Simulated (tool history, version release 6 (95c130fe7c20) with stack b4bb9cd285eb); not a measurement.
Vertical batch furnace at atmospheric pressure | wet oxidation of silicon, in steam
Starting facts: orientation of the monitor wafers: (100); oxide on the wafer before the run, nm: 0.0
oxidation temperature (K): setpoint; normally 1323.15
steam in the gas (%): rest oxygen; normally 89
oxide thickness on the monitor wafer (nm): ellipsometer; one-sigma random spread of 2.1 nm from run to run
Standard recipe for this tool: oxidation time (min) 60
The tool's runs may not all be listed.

| run | hour | oxidation temperature (K) | oxidation time (min) | steam in the gas (%) | read-back reference wafer on the same gauge, thickness | oxide thickness on the monitor wafer (nm) |
|---|---|---|---|---|---|---|
| 1 | 0 | 1323.15 | 60 | 89 | 464 | 530.96 |
| 2 | 280 | 1323.15 | 40.5 | 97 | 464.84 | 438.5 |
| 3 | 355.7 | 1323.15 | 40.5 | 97 | 463.83 | 438.04 |
| 4 | 410.4 | 1323.15 | 60 | 81 | 464 | 496.66 |
| 5 | 487.6 | 1323.15 | 60 | 92 | 463.74 | 541 |
| 6 | 562.7 | 1323.15 | 60 | 92 | 463.51 | 542.74 |
| 7 | 654.9 | 1323.15 | 60 | 89 | 464.34 | 531.13 |
| 8 | 751.7 | 1323.15 | 60 | 89 | 464.14 | 525.8 |
| 9 | 825.4 | 1323.15 | 60 | 89 | 464.12 | 525.89 |
| 10 | 863.7 | 1323.15 | 60 | 89 | 463.91 | 525.6 |
| 11 | 1100.1 | 1323.15 | 60 | 89 | 463.47 | 526.12 |
|  | 1147.4 | gauge calibrated |
|  | 1170.2 | steam generator serviced |
| 12 | 1200.1 | 1323.15 | 60 | 89 | 464.13 | 528.81 |
| 13 | 1273.1 | 1323.15 | 68.5 | 97 | 464.4 | 599.08 |
| 14 | 1371.6 | 1323.15 | 60 | 89 | 464.08 | 529.38 |
| 15 | 1478.1 | 1323.15 | 60 | 89 | 463.64 | 528.88 |
| 16 | 1538.4 | 1303.15 | 60 | 89 | 464.06 | 475.05 |
| 17 | 1585.7 | 1341.15 | 41 | 97 | 463.97 | 489.86 |
|  | 1617.6 | thermocouples replaced and temperature profile calibrated |
| 18 | 1677.4 | 1323.15 | 60 | 97 | 464.31 | 560.64 |
| 19 | 1782.3 | 1303.15 | 60 | 89 | 463.47 | 476.72 |
| 20 | 1833.2 | 1323.15 | 44 | 94 | 463.23 | 449.51 |
| 21 | 1916.3 | 1313.15 | 83 | 83 | 463.66 | 589.67 |
| 22 | 1983.9 | 1346.15 | 39.5 | 84 | 464.27 | 447.28 |
| 23 | 2091.6 | 1323.15 | 60 | 89 | 463.99 | 531.79 |
| 24 | 2189.8 | 1323.15 | 60 | 89 | 463.36 | 528.01 |
| 25 | 2377.2 | 1303.15 | 72.5 | 79 | 464.03 | 492.56 |

Below are 5 alternative next runs, each starting from the tool's condition after run 25. Predict each:
| A | 2382.6 | 1306.15 | 60 | 89 | ? | ? |
| B | 2382.6 | 1299.15 | 48 | 89 | ? | ? |
| C | 2382.6 | 1308.15 | 87 | 85 | ? | ? |
| D | 2382.6 | 1300.15 | 60 | 89 | ? | ? |
| E | 2382.6 | 1323.15 | 60 | 84 | ? | ? |

| run | read-back reference wafer on the same gauge, thickness | oxide thickness on the monitor wafer (nm) |
|---|---|---|
| A | 464.09 | 481.05 |
| B | 464.09 | 398.85 |
| C | 464.09 | 595.62 |
| D | 464.09 | 464.06 |
| E | 464.09 | 510.3 |
Take away the tool's hidden state, keep each run's random variation, and the runs would have read:
| run | oxide thickness on the monitor wafer (nm) |
|---|---|
| A | 481.05 |
| B | 398.85 |
| C | 595.62 |
| D | 464.06 |
| E | 510.3 |
